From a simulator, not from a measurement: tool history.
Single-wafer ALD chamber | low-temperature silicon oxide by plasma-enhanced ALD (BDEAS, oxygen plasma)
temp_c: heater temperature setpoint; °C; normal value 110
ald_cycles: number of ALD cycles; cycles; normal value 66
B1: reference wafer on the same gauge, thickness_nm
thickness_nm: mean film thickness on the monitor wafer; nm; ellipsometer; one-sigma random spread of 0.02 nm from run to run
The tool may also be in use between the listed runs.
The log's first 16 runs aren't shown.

run 17 hour=905.4 | temp_c=104 ald_cycles=66 | B1=8.549 | thickness_nm=7.900
run 18 hour=973.4 | temp_c=98 ald_cycles=66 | B1=8.553 | thickness_nm=8.002
run 19 hour=1038.8 | temp_c=98 ald_cycles=66 | B1=8.547 | thickness_nm=7.979
run 20 hour=1100.4 | temp_c=98 ald_cycles=66 | B1=8.549 | thickness_nm=7.937
run 21 hour=1139.8 | temp_c=110 ald_cycles=66 | B1=8.545 | thickness_nm=7.729
run 22 hour=1184.0 | temp_c=110 ald_cycles=66 | B1=8.550 | thickness_nm=7.768
run 23 hour=1246.8 | temp_c=110 ald_cycles=66 | B1=8.557 | thickness_nm=7.706
run 24 hour=1294.7 | temp_c=118 ald_cycles=57 | B1=8.556 | thickness_nm=6.564
run 25 hour=1341.1 | temp_c=110 ald_cycles=66 | B1=8.547 | thickness_nm=7.710
-- hour=1385.3 thermocouple changed; heater temperature recalibrated
run 26 hour=1389.4 | temp_c=110 ald_cycles=76 | B1=8.552 | thickness_nm=9.042
run 27 hour=1454.8 | temp_c=110 ald_cycles=56 | B1=8.544 | thickness_nm=6.648
run 28 hour=1522.4 | temp_c=110 ald_cycles=60 | B1=8.546 | thickness_nm=7.129
run 29 hour=1586.2 | temp_c=118 ald_cycles=77 | B1=8.538 | thickness_nm=8.958
run 30 hour=1642.3 | temp_c=124 ald_cycles=61 | B1=8.548 | thickness_nm=7.001
run 31 hour=1699.3 | temp_c=125 ald_cycles=77 | B1=8.555 | thickness_nm=8.825
run 32 hour=1745.9 | temp_c=110 ald_cycles=66 | B1=8.554 | thickness_nm=7.838
run 33 hour=1798.0 | temp_c=110 ald_cycles=72 | B1=8.549 | thickness_nm=8.514
run 34 hour=1858.3 | temp_c=110 ald_cycles=66 | B1=8.555 | thickness_nm=7.855
run 35 hour=1883.3 | temp_c=110 ald_cycles=62 | B1=8.547 | thickness_nm=7.353
run 36 hour=1908.6 | temp_c=119 ald_cycles=73 | B1=8.545 | thickness_nm=8.471
run 37 hour=1954.3 | temp_c=97 ald_cycles=60 | B1=8.549 | thickness_nm=7.339

What will run 38 give?
run 38 hour=1983.4 | temp_c=110 ald_cycles=66 | B1=? | thickness_nm=?

B1: 8.550
thickness_nm: 7.793 nm
Had the tool carried no hidden state, the very same run would have given thickness_nm 7.836 nm.
